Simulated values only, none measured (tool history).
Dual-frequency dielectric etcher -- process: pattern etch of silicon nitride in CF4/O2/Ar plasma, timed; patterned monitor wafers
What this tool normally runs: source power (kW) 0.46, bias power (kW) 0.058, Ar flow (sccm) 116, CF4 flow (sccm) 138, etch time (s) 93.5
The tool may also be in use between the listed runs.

run   hour  source power (kW)  bias power (kW)  Ar flow (sccm)  CF4 flow (sccm)  etch time (s)  read-back reference wafer on the same gauge, depth_nm  mean etch depth across the wafer (Å)
  1      0               0.46            0.058             116              163           93.5                                                    158                                  1594
  2   16.4               0.46            0.049             116              138           93.5                                                    158                                  1517
  3   28.9               0.46            0.058             116              138           93.5                                                    158                                  1573
        47  -- CF4 flow controller replaced
  4   47.5               0.55             0.05             128              138          106.5                                                    158                                  2065
  5   56.7               0.46            0.058             116              138           93.5                                                    158                                  1567
  6   71.5               0.46            0.058             116              138             81                                                    158                                  1359
     117.3  -- wet clean of the chamber
  7  117.8               0.46            0.063             116              110             83                                                    158                                  1402
  8  118.1               0.46            0.058             129              123           93.5                                                    158                                  1550
  9  121.6               0.56            0.058             137              138           93.5                                                    158                                  1898
     128.8  -- gauge calibrated
 10  138.9               0.46            0.058             143              107             85                                                    158                                  1374
 11  150.5               0.56            0.058             137              138           93.5                                                    158                                  1899
 12  159.4               0.46            0.058             116              138           93.5                                                    158                                  1569
 13  174.1               0.46            0.063             101              138           93.5                                                    158                                  1624
 14    213               0.56            0.058             116              138            116                                                  158.1                                  2378
 15  219.2               0.54            0.069             116              138           93.5                                                    158                                  1927
 16  228.4               0.46            0.058             116              163           93.5                                                    158                                  1584
 17  243.4               0.46            0.058             116              138           93.5                                                    158                                  1567
 18  260.2               0.58            0.058             116              138           68.5                                                    158                                  1457
 19  273.6               0.46            0.058             109              152          106.5                                                    158                                  1805
 20    286               0.46            0.058             116              138           93.5                                                    158                                  1567
 21  298.7               0.46            0.062             116              138           93.5                                                    158                                  1591
 22  309.5               0.36            0.052              95              138            102                                                    158                                  1303

Table of differences, measured result less the result of that run with no hidden state. Run-to-run variation is the same in both. Gauge scatter possibly is not:
Unlogged tool condition in this case: etch rate over this chamber's usual, %; source power that arrives over what is set, %; bias power that arrives over what is set, %; Ar flow that arrives over what is set, %; CF4 flow that arrives over what is set, %; gauge reads high (%).
run  mean etch depth across the wafer (Å)
  1                                    +4
  2                                    +2
  3                                    +1
  4                                    -1
  5                                    -2
  6                                    -3
  7                                    +5
  8                                    +6
  9                                    +7
 10                                    +4
 11                                    +5
 12                                    +2
 13                                    +2
 14                                    -2
 15                                    -3
 16                                    -3
 17                                    -4
 18                                    -5
 19                                    -7
 20                                    -8
 21                                    -9
 22                                    -8

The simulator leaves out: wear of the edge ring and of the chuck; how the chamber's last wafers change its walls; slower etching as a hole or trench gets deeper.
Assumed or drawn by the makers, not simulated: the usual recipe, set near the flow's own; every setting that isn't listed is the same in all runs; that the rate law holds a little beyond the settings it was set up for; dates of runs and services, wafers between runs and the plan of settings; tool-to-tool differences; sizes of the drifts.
